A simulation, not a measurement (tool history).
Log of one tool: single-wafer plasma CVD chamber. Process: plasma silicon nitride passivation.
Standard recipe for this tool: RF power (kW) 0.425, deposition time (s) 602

run      day  RF power (kW)  deposition time (s)  read-back reference wafer on the same gauge, thickness_nm  mean film thickness on the monitor wafer (Å)
  1        0          0.395                  636                                                   1071.449                                       9673.73
  2    1.529          0.365                  602                                                   1068.718                                        8873.3
  3    5.754           0.41                  602                                                   1068.712                                       9111.02
  4    7.967           0.41                  602                                                   1068.933                                       9158.35
  5   11.033           0.41                  602                                                   1072.369                                       9116.15
  6   13.333          0.425                  602                                                   1069.554                                       9149.68
  7   14.875          0.425                  602                                                   1071.617                                       9232.14
  8    18.25          0.425                  602                                                   1069.455                                       9126.33
  9   22.621          0.485                  573                                                   1070.477                                       9071.88
 10   25.258          0.485                  573                                                   1068.791                                       9108.29
 11     29.5          0.425                  602                                                   1069.778                                       9187.71
 12     31.2          0.425                  602                                                   1070.359                                       9199.48
 13   35.175          0.425                  602                                                   1070.796                                       9113.48
 14   38.646          0.425                  602                                                   1070.962                                        9185.7
 15   40.729          0.425                  602                                                   1069.566                                       9122.16
 16   42.292          0.425                  602                                                   1069.332                                       9046.28
 17   44.238          0.425                  602                                                   1068.708                                       9087.38
 18   45.988          0.425                  602                                                   1069.908                                       9091.01
 19    49.55          0.345                  602                                                   1070.098                                       8602.45
 20   51.088          0.485                  569                                                   1071.233                                        8964.4
 21   54.612          0.425                  602                                                   1072.132                                        9175.4
 22   57.821           0.48                  602                                                   1071.738                                       9491.14
      58.583  -- RF generator calibrated
 23   61.842          0.425                  602                                                   1070.774                                       9432.84
 24   66.079           0.35                  558                                                    1069.57                                       8060.55
      68.262  -- gauge calibrated
 25   69.933           0.46                  602                                                   1069.121                                       9494.91
 26     75.4          0.405                  602                                                   1068.681                                       9107.36
 27   77.917          0.475                  495                                                   1070.393                                        7830.8
      80.412  -- showerhead replaced
 28   82.221           0.45                  602                                                   1071.207                                       9374.69
 29   94.088          0.475                  548                                                   1070.136                                       8675.16
 30    96.95          0.425                  602                                                   1071.264                                       9264.43
 31  101.092           0.35                  602                                                   1071.915                                        8620.1
 32  104.138           0.39                  485                                                   1070.394                                       7255.32
 33  108.525          0.375                  546                                                   1069.654                                       8007.98
 34  110.729           0.46                  602                                                   1068.669                                       9365.55
 35  114.712           0.51                  602                                                   1070.423                                       9639.79
 36  118.775           0.48                  664                                                   1070.229                                       10437.8
 37  122.521           0.45                  541                                                   1069.926                                          8359

What if the next run were any one of these 4? Each begins from the tool's condition after run 37:
  A  122.546           0.49                  602                                                          ?                                             ?
  B  122.546          0.425                  705                                                          ?                                             ?
  C  122.546          0.425                  558                                                          ?                                             ?
  D  122.546           0.38                  714                                                          ?                                             ?

run  read-back reference wafer on the same gauge, thickness_nm  mean film thickness on the monitor wafer (Å)
  A                                                   1068.222                                       9633.54
  B                                                   1068.222                                      10817.63
  C                                                   1068.222                                       8562.04
  D                                                   1068.222                                      10600.42
The same runs, with their run-to-run variation unchanged, on a tool lacking any hidden condition would have given:
run  mean film thickness on the monitor wafer (Å)
  A                                       9873.05
  B                                      11086.57
  C                                       8774.91
  D                                      10863.96
